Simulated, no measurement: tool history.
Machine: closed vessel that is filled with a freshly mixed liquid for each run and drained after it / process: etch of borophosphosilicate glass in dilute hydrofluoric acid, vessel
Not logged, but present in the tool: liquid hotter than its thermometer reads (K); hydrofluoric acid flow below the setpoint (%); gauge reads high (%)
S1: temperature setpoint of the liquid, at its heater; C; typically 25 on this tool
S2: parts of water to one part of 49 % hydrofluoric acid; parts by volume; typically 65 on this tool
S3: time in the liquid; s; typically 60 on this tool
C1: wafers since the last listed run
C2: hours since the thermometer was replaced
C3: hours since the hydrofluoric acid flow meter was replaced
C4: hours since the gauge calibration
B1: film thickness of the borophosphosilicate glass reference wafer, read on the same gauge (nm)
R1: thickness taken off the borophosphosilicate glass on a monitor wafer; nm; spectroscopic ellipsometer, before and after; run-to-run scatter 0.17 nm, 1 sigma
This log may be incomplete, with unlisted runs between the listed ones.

run	hour	S1	S2	S3	C1	C2	C3	C4	B1	R1
1	0	25	65	45	0	2368.5	487.8	362.8	119.98	19.48
2	33.6	25	65	45	4493	2402.1	521.4	396.4	120	19.86
3	46.9	27.5	65	60	1778	2415.4	534.7	409.7	119.95	28.97
4	65.1	22.5	65	60	2434	2433.6	552.9	427.9	119.97	23.54
5	87.4	22.5	65	60	2982	2455.9	575.2	450.2	119.99	23.81
6	117	25	65	60	3958	2485.5	604.8	479.8	120.05	25.93
7	136	25	65	60	2541	2504.5	623.8	498.8	120.03	26.02
8	230.9	25	65	60	12692	2599.4	718.7	593.7	120	26.04
# hour 241.6: thermometer replaced
9	249.9	25	65	60	2407	8.3	737.7	612.7	120.03	26.07
10	264	25	65	75	1885	22.4	751.8	626.8	119.94	32.94
11	287.2	25	65	75	3102	45.6	775	650	120.01	32.74
12	315.4	25	80	60	3771	73.8	803.2	678.2	119.99	20.79
13	343.9	25	65	60	3811	102.3	831.7	706.7	119.99	25.85
14	377.3	25	65	60	4467	135.7	865.1	740.1	120.02	25.8
15	389.4	25	55	60	1618	147.8	877.2	752.2	120.04	31.23
# hour 398.9: gauge calibrated
# hour 430.5: hydrofluoric acid flow meter replaced
16	495.4	25	65	60	14043	253.8	64.9	96.5	120.04	25.77

Run 17 comes next. What will it give?
17	508.2	20.5	65	75	1711	266.6	77.7	109.3	?	?

{"run 17": {"B1": 120, "R1": 26.98}}
If the tool had no hidden condition, the same run with the same run-to-run variation would have returned R1 26.98 nm.

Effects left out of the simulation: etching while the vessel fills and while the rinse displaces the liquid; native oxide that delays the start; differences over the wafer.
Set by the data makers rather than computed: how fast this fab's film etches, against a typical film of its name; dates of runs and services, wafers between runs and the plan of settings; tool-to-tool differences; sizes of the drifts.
